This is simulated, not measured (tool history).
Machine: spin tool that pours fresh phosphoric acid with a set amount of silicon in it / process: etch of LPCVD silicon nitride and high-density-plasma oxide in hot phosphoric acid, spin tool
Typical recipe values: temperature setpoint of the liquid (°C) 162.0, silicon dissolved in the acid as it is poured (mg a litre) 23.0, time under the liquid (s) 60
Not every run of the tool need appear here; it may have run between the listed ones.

run,hour,temperature setpoint of the liquid (°C),silicon dissolved in the acid as it is poured (mg a litre),time under the liquid (s),"read-back film thickness of the LPCVD silicon nitride reference wafer, read on the same gauge (nm)",thickness taken off the LPCVD silicon nitride on a monitor wafer (nm)
1,0.0,162.0,30.0,60,40.005,4.948
2,22.7,162.0,30.0,60,39.991,4.872
3,53.5,162.0,30.0,60,40.045,4.963
4,71.9,160.0,23.0,45,39.971,3.473
5,84.8,162.0,23.0,80,39.980,6.501
6,116.7,162.0,23.0,80,39.992,6.506
7,143.0,162.0,23.0,60,39.995,4.862
8,208.8,162.0,13.5,60,40.006,4.959
# hour 213.3: gauge calibrated
9,240.9,162.0,13.5,60,40.006,4.861
# hour 253.7: dissolved silicon flow meter replaced
# hour 266.3: heated supply line repaired
10,266.8,163.5,23.0,75,39.960,6.459
11,291.3,163.5,34.0,85,39.968,7.165
12,381.1,160.5,15.5,30,40.013,2.268
13,396.0,162.0,23.0,60,39.970,4.785
14,410.2,160.5,17.5,60,39.985,4.515
# hour 426.7: thermometer replaced
15,433.7,164.0,9.5,60,40.060,5.436
16,456.7,160.5,23.0,60,40.013,4.825
17,509.0,162.0,34.0,60,40.057,5.142
18,543.5,160.5,40.5,60,40.052,4.832
19,556.6,162.0,23.0,40,39.968,3.417
# hour 567.6: gauge calibrated
20,577.8,159.5,23.0,95,39.994,7.363

Pick out some run-to-run changes in thickness taken off the LPCVD silicon nitride on a monitor wafer (nm). Of each, how much would a tool without hidden state show as well, from the settings, what came in and chance, and how much is left for the hidden state and any gauge scatter not in both results compared?
The hidden state here: liquid colder than its thermometer reads (K); dissolved silicon flow below the setpoint (%); temperature lost on the way to the wafer (K); gauge reads high (%).
Run 11 -> 12: temperature setpoint of the liquid (°C) 163.5 -> 160.5, silicon dissolved in the acid as it is poured (mg a litre) 34.0 -> 15.5, time under the liquid (s) 85 -> 30. thickness taken off the LPCVD silicon nitride on a monitor wafer (nm) -4.897: hidden state +0.315, all else -5.212.
Run 14 -> 15: temperature setpoint of the liquid (°C) 160.5 -> 164.0, silicon dissolved in the acid as it is poured (mg a litre) 17.5 -> 9.5, thermometer replaced. thickness taken off the LPCVD silicon nitride on a monitor wafer (nm) +0.921: hidden state +0.361, all else +0.560.
Run 19 -> 20: temperature setpoint of the liquid (°C) 162.0 -> 159.5, time under the liquid (s) 40 -> 95, gauge calibrated. thickness taken off the LPCVD silicon nitride on a monitor wafer (nm) +3.946: hidden state -0.075, all else +4.021.
